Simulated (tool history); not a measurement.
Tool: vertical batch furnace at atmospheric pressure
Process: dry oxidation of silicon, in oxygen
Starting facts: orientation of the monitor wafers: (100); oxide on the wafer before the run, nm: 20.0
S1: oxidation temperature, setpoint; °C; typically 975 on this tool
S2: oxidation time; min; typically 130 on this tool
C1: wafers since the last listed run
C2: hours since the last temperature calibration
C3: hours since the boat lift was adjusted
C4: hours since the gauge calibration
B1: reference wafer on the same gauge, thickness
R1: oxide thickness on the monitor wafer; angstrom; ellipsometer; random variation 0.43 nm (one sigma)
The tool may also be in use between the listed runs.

{"run": 1, "hour": 0.0, "S1": 975, "S2": 95, "C1": 0, "C2": 2861.7, "C3": 3684.7, "C4": 408.5, "B1": 69.68, "R1": 637.7}
{"run": 2, "hour": 45.6, "S1": 975, "S2": 95, "C1": 396, "C2": 2907.3, "C3": 3730.3, "C4": 454.1, "B1": 69.67, "R1": 638.2}
{"run": 3, "hour": 87.9, "S1": 975, "S2": 95, "C1": 367, "C2": 2949.6, "C3": 3772.6, "C4": 496.4, "B1": 69.67, "R1": 640.7}
{"hour": 141.7, "done": "gauge calibrated"}
{"run": 4, "hour": 155.7, "S1": 975, "S2": 130, "C1": 589, "C2": 3017.4, "C3": 3840.4, "C4": 14, "B1": 69.85, "R1": 775.2}
{"run": 5, "hour": 194.8, "S1": 975, "S2": 130, "C1": 339, "C2": 3056.5, "C3": 3879.5, "C4": 53.1, "B1": 69.69, "R1": 765.7}
{"run": 6, "hour": 222.1, "S1": 975, "S2": 130, "C1": 237, "C2": 3083.8, "C3": 3906.8, "C4": 80.4, "B1": 69.67, "R1": 769.5}
{"run": 7, "hour": 279.2, "S1": 975, "S2": 130, "C1": 496, "C2": 3140.9, "C3": 3963.9, "C4": 137.5, "B1": 69.74, "R1": 770}
{"run": 8, "hour": 318.9, "S1": 975, "S2": 130, "C1": 345, "C2": 3180.6, "C3": 4003.6, "C4": 177.2, "B1": 69.79, "R1": 771.8}
{"run": 9, "hour": 356.1, "S1": 975, "S2": 130, "C1": 323, "C2": 3217.8, "C3": 4040.8, "C4": 214.4, "B1": 69.67, "R1": 769.2}
{"run": 10, "hour": 408.2, "S1": 965, "S2": 111, "C1": 452, "C2": 3269.9, "C3": 4092.9, "C4": 266.5, "B1": 69.67, "R1": 661.6}
{"hour": 461.3, "done": "thermocouples replaced and temperature profile calibrated"}
{"hour": 482.0, "done": "boat lift adjusted"}
{"run": 11, "hour": 482.5, "S1": 993, "S2": 92, "C1": 256, "C2": 21.2, "C3": 0.5, "C4": 340.8, "B1": 69.66, "R1": 702.8}
{"run": 12, "hour": 508.4, "S1": 992, "S2": 106.5, "C1": 225, "C2": 47.1, "C3": 26.4, "C4": 366.7, "B1": 69.76, "R1": 760.9}
{"run": 13, "hour": 562.0, "S1": 987, "S2": 165.5, "C1": 465, "C2": 100.7, "C3": 80, "C4": 420.3, "B1": 69.85, "R1": 978.9}
{"hour": 586.1, "done": "gauge calibrated"}
{"run": 14, "hour": 592.0, "S1": 953, "S2": 130, "C1": 260, "C2": 130.7, "C3": 110, "C4": 5.9, "B1": 69.7, "R1": 671.1}
{"run": 15, "hour": 636.1, "S1": 975, "S2": 130, "C1": 383, "C2": 174.8, "C3": 154.1, "C4": 50, "B1": 69.78, "R1": 767.2}
{"run": 16, "hour": 677.8, "S1": 961, "S2": 105, "C1": 362, "C2": 216.5, "C3": 195.8, "C4": 91.7, "B1": 69.79, "R1": 623.8}
{"run": 17, "hour": 736.0, "S1": 961, "S2": 70, "C1": 505, "C2": 274.7, "C3": 254, "C4": 149.9, "B1": 69.69, "R1": 500.4}
{"run": 18, "hour": 796.0, "S1": 952, "S2": 130, "C1": 521, "C2": 334.7, "C3": 314, "C4": 209.9, "B1": 69.75, "R1": 664.5}

Alternative continuations, all from the tool just after run 18; predict every row:
{"run": "A", "hour": 802.1, "S1": 966, "S2": 130, "C1": 53, "C2": 340.8, "C3": 320.1, "C4": 216, "B1": "?", "R1": "?"}
{"run": "B", "hour": 802.1, "S1": 975, "S2": 183, "C1": 53, "C2": 340.8, "C3": 320.1, "C4": 216, "B1": "?", "R1": "?"}
{"run": "C", "hour": 802.1, "S1": 957, "S2": 150, "C1": 53, "C2": 340.8, "C3": 320.1, "C4": 216, "B1": "?", "R1": "?"}
{"run": "D", "hour": 802.1, "S1": 958, "S2": 72.5, "C1": 53, "C2": 340.8, "C3": 320.1, "C4": 216, "B1": "?", "R1": "?"}

run=A B1=69.73 R1=732.4
run=B B1=69.73 R1=960.2
run=C B1=69.73 R1=753.1
run=D B1=69.73 R1=501.3
With the hidden condition removed and each run's random variation left untouched, the same runs would have given:
run=A R1=732.4
run=B R1=960.2
run=C R1=753.1
run=D R1=501.3
